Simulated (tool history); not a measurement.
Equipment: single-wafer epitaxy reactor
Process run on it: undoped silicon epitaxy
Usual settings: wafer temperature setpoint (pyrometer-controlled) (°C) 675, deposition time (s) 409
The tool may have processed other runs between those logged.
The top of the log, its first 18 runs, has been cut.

run   hour  wafer temperature setpoint (pyrometer-controlled) (°C)  deposition time (s)  read-back reference wafer on the same gauge, thickness_nm  mean film thickness on the monitor wafer (nm)
 19  418.7                                                     670                  443                                                    102.962                                        114.514
 20  433.8                                                     670                  443                                                    102.982                                         114.47
 21  460.1                                                     675                  409                                                    103.022                                        115.642
 22  473.4                                                     690                  465                                                    102.971                                        172.013
 23  488.6                                                     683                  378                                                    102.929                                        123.056
 24    505                                                     687                  466                                                    102.906                                        162.867
 25  521.3                                                     675                  409                                                    103.023                                        115.335
     533.9  -- pyrometer calibrated
 26  554.9                                                     689                  472                                                    103.092                                        186.044
 27  582.2                                                     661                  473                                                        103                                        113.255
 28  600.8                                                     681                  348                                                    102.884                                        119.681
 29  630.9                                                     665                  447                                                    102.877                                        114.645
 30  646.8                                                     675                  409                                                    103.055                                        125.922
 31  671.2                                                     675                  386                                                    102.935                                        118.644
 32  694.1                                                     686                  480                                                    102.994                                        179.759
 33  727.8                                                     675                  409                                                    102.953                                        125.553
 34  742.9                                                     675                  409                                                    102.896                                         125.66
 35  761.6                                                     675                  409                                                     103.06                                        125.515
 36  778.6                                                     683                  368                                                    102.945                                        130.206
 37  806.4                                                     680                  381                                                    102.977                                        127.426
 38  852.6                                                     675                  409                                                     102.94                                        125.341
 39  872.8                                                     675                  376                                                    102.876                                        114.598
 40  906.1                                                     675                  409                                                    102.914                                        124.684
 41  922.7                                                     668                  458                                                    102.918                                        122.696
 42  939.4                                                     666                  448                                                    103.099                                        115.641
     944.2  -- gauge calibrated
 43  967.5                                                     666                  337                                                    103.116                                         87.195

Alternative continuations, all from the tool just after run 43; predict every row:
  A   968                                                     683                  409                                                          ?                                              ?
  B   968                                                     687                  458                                                          ?                                              ?
  C   968                                                     679                  340                                                          ?                                              ?
  D   968                                                     686                  472                                                          ?                                              ?
  E   968                                                     686                  338                                                          ?                                              ?

run  read-back reference wafer on the same gauge, thickness_nm  mean film thickness on the monitor wafer (nm)
  A                                                    102.959                                        144.618
  B                                                    102.959                                        173.932
  C                                                    102.959                                        111.875
  D                                                    102.959                                        176.086
  E                                                    102.959                                        126.095
Without the tool's hidden state the same runs would have given:
run  mean film thickness on the monitor wafer (nm)
  A                                        145.534
  B                                        175.027
  C                                        112.589
  D                                        177.195
  E                                         126.89
